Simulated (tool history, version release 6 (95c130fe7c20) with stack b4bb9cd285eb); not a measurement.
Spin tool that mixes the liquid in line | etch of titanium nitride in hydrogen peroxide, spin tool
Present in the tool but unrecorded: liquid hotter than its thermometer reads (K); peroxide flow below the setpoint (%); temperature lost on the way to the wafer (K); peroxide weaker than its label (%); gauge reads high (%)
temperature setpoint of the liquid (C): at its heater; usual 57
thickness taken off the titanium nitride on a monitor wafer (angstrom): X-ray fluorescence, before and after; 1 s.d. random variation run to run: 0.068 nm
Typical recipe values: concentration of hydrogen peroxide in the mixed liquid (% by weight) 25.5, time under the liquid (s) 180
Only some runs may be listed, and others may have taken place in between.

run,hour,temperature setpoint of the liquid (C),concentration of hydrogen peroxide in the mixed liquid (% by weight),time under the liquid (s),wafers since the last listed run,hours since the thermometer was replaced,hours since the peroxide flow meter was replaced,hours since the heated supply line was repaired,hours since the drum of peroxide was connected,hours since the gauge calibration,"read-back film thickness of the titanium nitride reference wafer, read on the same gauge (nm)",thickness taken off the titanium nitride on a monitor wafer (angstrom)
1,0,57,21,180,0,676.9,1767,861.9,401.3,134.8,70.03,106.8
2,6.7,57,21,180,33,683.6,1773.7,868.6,408,141.5,70,108.2
# hour 15.4: gauge calibrated
3,19.8,57,21,180,65,696.7,1786.8,881.7,421.1,4.4,69.98,108.1
4,28.9,50,25.5,260,45,705.8,1795.9,890.8,430.2,13.5,70.03,99
5,45.7,50,25.5,260,83,722.6,1812.7,907.6,447,30.3,69.97,100.7
6,63.3,50,25.5,260,87,740.2,1830.3,925.2,464.6,47.9,69.98,100
7,72.9,57,25.5,180,47,749.8,1839.9,934.8,474.2,57.5,69.98,115.6
8,87.3,48.5,30,125,71,764.2,1854.3,949.2,488.6,71.9,70,45.4
# hour 89.2: heated supply line repaired
# hour 106.5: thermometer replaced
# hour 135.5: peroxide flow meter replaced
9,137.8,57,22.5,240,235,31.3,2.3,48.6,539.1,122.4,69.98,126.6
10,150.8,52,30,180,64,44.3,15.3,61.6,552.1,135.4,70.04,71.8
11,168.2,49,18.5,255,86,61.7,32.7,79,569.5,152.8,69.99,73.6
# hour 175.1: new drum of peroxide connected
12,179.9,57,25.5,180,53,73.4,44.4,90.7,4.8,164.5,69.97,96.9
13,189.2,64.5,25.5,115,46,82.7,53.7,100,14.1,173.8,70.02,104.2
# hour 194.1: gauge calibrated
14,235.8,57,25.5,240,231,129.3,100.3,146.6,60.7,41.7,69.96,133.4
15,251.9,49,20,180,79,145.4,116.4,162.7,76.8,57.8,69.97,54

Forecast each of these 3 alternatives for the next run:
A,252.4,57,25.5,180,2,145.9,116.9,163.2,77.3,58.3,?,?
B,252.4,50,25.5,225,2,145.9,116.9,163.2,77.3,58.3,?,?
C,252.4,65,25.5,75,2,145.9,116.9,163.2,77.3,58.3,?,?

run,"read-back film thickness of the titanium nitride reference wafer, read on the same gauge (nm)",thickness taken off the titanium nitride on a monitor wafer (angstrom)
A,70.02,99
B,70.02,75.6
C,70.02,70.7
Take away the tool's hidden state, keep each run's random variation, and the runs would have read:
run,thickness taken off the titanium nitride on a monitor wafer (angstrom)
A,94.9
B,72.4
C,67.9
